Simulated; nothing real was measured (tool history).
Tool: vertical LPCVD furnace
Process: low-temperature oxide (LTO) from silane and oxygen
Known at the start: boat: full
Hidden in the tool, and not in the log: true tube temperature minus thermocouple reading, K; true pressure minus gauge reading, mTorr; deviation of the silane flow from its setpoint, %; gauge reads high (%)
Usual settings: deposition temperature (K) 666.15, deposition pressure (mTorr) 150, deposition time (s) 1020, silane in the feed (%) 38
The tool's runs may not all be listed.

| run | hour | deposition temperature (K) | deposition pressure (mTorr) | deposition time (s) | silane in the feed (%) | wafers since the last listed run | hours since the last temperature calibration | hours since the pressure gauge was zeroed | hours since the silane flow controller was replaced | hours since the gauge calibration | read-back reference wafer on the same gauge, thickness | film thickness on the monitor wafer in the middle of the boat (nm) |
|---|---|---|---|---|---|---|---|---|---|---|---|---|
| 1 | 0 | 666.15 | 150 | 1020 | 38 | 0 | 2991.5 | 1859.3 | 1084.6 | 1993.9 | 82.16 | 94.88 |
| 2 | 67.9 | 666.15 | 150 | 1020 | 38 | 945 | 3059.4 | 1927.2 | 1152.5 | 2061.8 | 82.1 | 95.23 |
| 3 | 141 | 666.15 | 150 | 1020 | 38 | 1017 | 3132.5 | 2000.3 | 1225.6 | 2134.9 | 82.14 | 96.5 |
| 4 | 222.4 | 666.15 | 150 | 1020 | 38 | 1133 | 3213.9 | 2081.7 | 1307 | 2216.3 | 82.13 | 95.09 |
| 5 | 264 | 666.15 | 150 | 1020 | 38 | 579 | 3255.5 | 2123.3 | 1348.6 | 2257.9 | 82.05 | 95.66 |
| 6 | 316.2 | 666.15 | 150 | 1020 | 38 | 726 | 3307.7 | 2175.5 | 1400.8 | 2310.1 | 82.09 | 95.6 |
| 7 | 386.5 | 666.15 | 150 | 1020 | 34 | 978 | 3378 | 2245.8 | 1471.1 | 2380.4 | 82.07 | 82.55 |
| 8 | 467.9 | 666.15 | 150 | 1020 | 34 | 1133 | 3459.4 | 2327.2 | 1552.5 | 2461.8 | 82.09 | 82.32 |
|  | 500.1 | gauge calibrated |
| 9 | 562 | 666.15 | 150 | 1020 | 34 | 1309 | 3553.5 | 2421.3 | 1646.6 | 61.9 | 82.11 | 82.85 |
| 10 | 620.6 | 666.15 | 150 | 1020 | 38 | 815 | 3612.1 | 2479.9 | 1705.2 | 120.5 | 82.12 | 95.72 |
| 11 | 813.5 | 676.15 | 150 | 1020 | 38 | 2685 | 3805 | 2672.8 | 1898.1 | 313.4 | 82.16 | 106.86 |
| 12 | 913.1 | 654.15 | 135 | 630 | 35 | 1386 | 3904.6 | 2772.4 | 1997.7 | 413 | 82.06 | 41.41 |
| 13 | 1004.4 | 666.15 | 150 | 1020 | 38 | 1270 | 3995.9 | 2863.7 | 2089 | 504.3 | 82.12 | 95.9 |
|  | 1093.3 | thermocouples replaced and temperature profile calibrated |
| 14 | 1098.9 | 666.15 | 160 | 1170 | 42 | 981 | 5.6 | 2958.2 | 2183.5 | 598.8 | 82.05 | 132.64 |
| 15 | 1155.4 | 666.15 | 150 | 1140 | 38 | 786 | 62.1 | 3014.7 | 2240 | 655.3 | 82.09 | 107.21 |
| 16 | 1298.1 | 655.15 | 150 | 1260 | 38 | 1986 | 204.8 | 3157.4 | 2382.7 | 798 | 82.07 | 103.28 |
| 17 | 1378.7 | 666.15 | 170 | 1230 | 38 | 1121 | 285.4 | 3238 | 2463.3 | 878.6 | 82.1 | 130.51 |
| 18 | 1445.8 | 666.15 | 150 | 1020 | 38 | 933 | 352.5 | 3305.1 | 2530.4 | 945.7 | 82.13 | 94.69 |
| 19 | 1532.8 | 666.15 | 150 | 660 | 40 | 1210 | 439.5 | 3392.1 | 2617.4 | 1032.7 | 82.13 | 65.83 |
|  | 1591.2 | silane flow controller replaced |
| 20 | 1616.3 | 666.15 | 150 | 1020 | 45 | 828 | 523 | 3475.6 | 25.1 | 1116.2 | 82.15 | 116.41 |
|  | 1651.4 | pressure gauge zeroed |
| 21 | 1692.4 | 666.15 | 150 | 1020 | 38 | 725 | 599.1 | 41 | 101.2 | 1192.3 | 82.05 | 95.78 |
| 22 | 1781.4 | 666.15 | 150 | 1020 | 38 | 1238 | 688.1 | 130 | 190.2 | 1281.3 | 82.2 | 95.31 |
| 23 | 1849.9 | 657.15 | 130 | 1020 | 41 | 953 | 756.6 | 198.5 | 258.7 | 1349.8 | 82.12 | 82.34 |
| 24 | 1930.8 | 666.15 | 125 | 1020 | 38 | 1126 | 837.5 | 279.4 | 339.6 | 1430.7 | 82.06 | 80.51 |
| 25 | 2015.2 | 666.15 | 150 | 1020 | 38 | 1174 | 921.9 | 363.8 | 424 | 1515.1 | 82.11 | 95.65 |
| 26 | 2113.8 | 654.15 | 115 | 1020 | 38 | 1372 | 1020.5 | 462.4 | 522.6 | 1613.7 | 82.12 | 63.92 |
| 27 | 2195.5 | 657.15 | 115 | 1020 | 38 | 1137 | 1102.2 | 544.1 | 604.3 | 1695.4 | 82.11 | 66.38 |
| 28 | 2300.3 | 666.15 | 150 | 1020 | 38 | 1458 | 1207 | 648.9 | 709.1 | 1800.2 | 82.08 | 95.47 |
| 29 | 2360.7 | 666.15 | 150 | 1020 | 36 | 840 | 1267.4 | 709.3 | 769.5 | 1860.6 | 82.12 | 89.06 |
| 30 | 2409.2 | 666.15 | 150 | 1020 | 38 | 675 | 1315.9 | 757.8 | 818 | 1909.1 | 82.1 | 95.6 |

Hidden state at the last listed run before each entry between runs and at the first one after, where it differs:
Between runs 8 and 9: gauge calibrated (hour 500.1)
  no hidden state differs between the two runs
Between runs 13 and 14: thermocouples replaced and temperature profile calibrated (hour 1093.3)
  no hidden state differs between the two runs
Between runs 19 and 20: silane flow controller replaced (hour 1591.2)
  no hidden state differs between the two runs
Between runs 20 and 21: pressure gauge zeroed (hour 1651.4)
  no hidden state differs between the two runs
